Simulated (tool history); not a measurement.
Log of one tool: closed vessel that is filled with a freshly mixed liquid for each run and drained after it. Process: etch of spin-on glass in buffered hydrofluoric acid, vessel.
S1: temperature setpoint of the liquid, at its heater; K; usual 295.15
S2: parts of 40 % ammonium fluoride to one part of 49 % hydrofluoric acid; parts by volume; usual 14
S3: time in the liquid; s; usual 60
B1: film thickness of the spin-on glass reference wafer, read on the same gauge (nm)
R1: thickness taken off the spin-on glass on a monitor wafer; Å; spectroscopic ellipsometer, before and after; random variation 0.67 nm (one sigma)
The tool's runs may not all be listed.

run	hour	S1	S2	S3	B1	R1
1	0	295.15	18	60	40.03	1035.8
# hour 4.1: gauge calibrated
2	44.2	295.15	18	60	40	1033.3
3	103.8	295.15	12	50	39.93	1279.2
4	165.6	295.15	14	60	40.01	1320.7
5	208.6	295.15	14	60	39.96	1322.1
6	250.1	295.15	14	60	40.02	1317.9
7	289.4	295.15	14	60	40.05	1314.9
8	335	295.15	14	60	40.03	1320.5
9	388.2	295.15	14	60	39.96	1302.2
10	515.6	295.15	14	60	40.01	1310.1
11	551.4	295.15	14	50	40.02	1091.8
12	591.5	295.15	14	60	40.01	1309.6
13	651.4	295.15	14	60	40.01	1319.5
14	753	295.15	14	60	39.99	1313.6
# hour 767: gauge calibrated
15	824.9	299.15	17	60	40.04	1339.9
16	934.4	295.15	16	60	40.03	1153
17	961.8	299.65	17.5	95	39.99	2135
# hour 991: thermometer replaced
18	1082.5	291.15	14	60	39.98	1042.6
19	1131.2	299.65	12.5	75	39.98	2326.6
20	1191.7	295.15	14	60	39.98	1302.3
# hour 1228.7: hydrofluoric acid flow meter replaced
21	1257.7	291.15	16.5	75	39.98	1119.2
22	1326.4	295.15	14	60	40	1332.2
23	1366.4	295.15	14	60	40.02	1333.3
24	1392.6	295.15	14	60	40.02	1328.3
25	1425.7	292.15	14	85	39.97	1583.4
26	1478	292.65	14	60	39.99	1152
27	1514	297.15	14	60	40.02	1463.8
28	1565.7	297.15	14	35	39.93	866.7

The same runs without the tool's hidden state, with the same run-to-run variation:
The hidden state here: liquid hotter than its thermometer reads (K); hydrofluoric acid flow below the setpoint (%); gauge reads high (%).
run	R1
1	1043.5
2	1041.6
3	1290.4
4	1333.4
5	1335.7
6	1332.2
7	1329.9
8	1336.4
9	1318.8
10	1329.1
11	1108.1
12	1329.9
13	1341
14	1336.9
15	1365.1
16	1176.5
17	2179.2
18	1065.9
19	2379.9
20	1333.5
21	1120.7
22	1335.2
23	1336.9
24	1332.4
25	1589
26	1156.9
27	1470.7
28	871.4
